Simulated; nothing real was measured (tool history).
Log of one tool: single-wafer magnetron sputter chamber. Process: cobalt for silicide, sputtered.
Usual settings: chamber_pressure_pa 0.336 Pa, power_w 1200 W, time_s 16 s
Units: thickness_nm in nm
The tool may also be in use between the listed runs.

run     day  chamber_pressure_pa  power_w  time_s  read-back reference wafer on the same gauge, thickness_nm  thickness_nm
  1       0                0.336     1200    18.1                                                       10.3        12.172
  2   1.408                0.336     1200    18.1                                                       10.3         12.12
  3    2.85                0.395     1200    13.7                                                     10.296         9.047
  4   4.638                0.395     1200    13.7                                                     10.292         8.985
  5   7.104                0.395     1200    13.7                                                     10.303         8.898
  6   8.433                0.336     1200      16                                                     10.299        10.388
      9.746  -- sputter target and shields replaced
  7  11.171                0.336     1200      16                                                     10.299        10.788
     12.979  -- capacitance manometer re-zeroed and calibrated
  8  13.775                0.336     1200      16                                                     10.298        10.681
     14.325  -- magnet pack replaced
  9  16.396                0.336     1200      16                                                      10.31        10.635
 10  18.183                0.336     1200      18                                                     10.301        11.821
     19.321  -- sputter target and shields replaced
 11  20.008                0.336     1200      18                                                     10.305        12.017
 12  22.454                0.397      950    18.2                                                     10.306        10.327
 13  23.533                0.336     1300      16                                                     10.293        11.262
 14  25.375                0.336     1200      16                                                     10.307        10.612
 15      28                0.438     1200      16                                                     10.304        10.235
     29.096  -- gauge calibrated
 16  29.908                0.456     1200    14.4                                                     10.302         9.048
     31.592  -- sputter target and shields replaced
 17  31.612                0.283     1200    18.8                                                     10.304        12.813
 18  33.408                0.466     1300      16                                                     10.304        11.031
 19   35.15                0.458     1450    17.7                                                     10.302        13.056
 20    37.9                 0.43     1350    14.8                                                     10.296        10.381
 21  39.912                0.336     1200      16                                                     10.299        10.529
     40.983  -- sputter target and shields replaced
 22  41.383                0.257     1200    17.2                                                     10.305        11.701

5 ways to go on from here, each from the tool as it stands after run 22. What would each give?
  A  41.4                0.336     1200    17.4                                                          ?             ?
  B  41.4                0.336     1000    13.2                                                          ?             ?
  C  41.4                0.336     1200      13                                                          ?             ?
  D  41.4                0.336     1500    17.3                                                          ?             ?
  E  41.4                0.214     1050      16                                                          ?             ?

run  read-back reference wafer on the same gauge, thickness_nm  thickness_nm
  A                                                     10.293        11.716
  B                                                     10.293         7.929
  C                                                     10.293         8.753
  D                                                     10.293        13.533
  E                                                     10.293        10.184
Without the tool's hidden state the same runs would have given:
run  thickness_nm
  A        11.717
  B          7.93
  C         8.754
  D        13.534
  E        10.185

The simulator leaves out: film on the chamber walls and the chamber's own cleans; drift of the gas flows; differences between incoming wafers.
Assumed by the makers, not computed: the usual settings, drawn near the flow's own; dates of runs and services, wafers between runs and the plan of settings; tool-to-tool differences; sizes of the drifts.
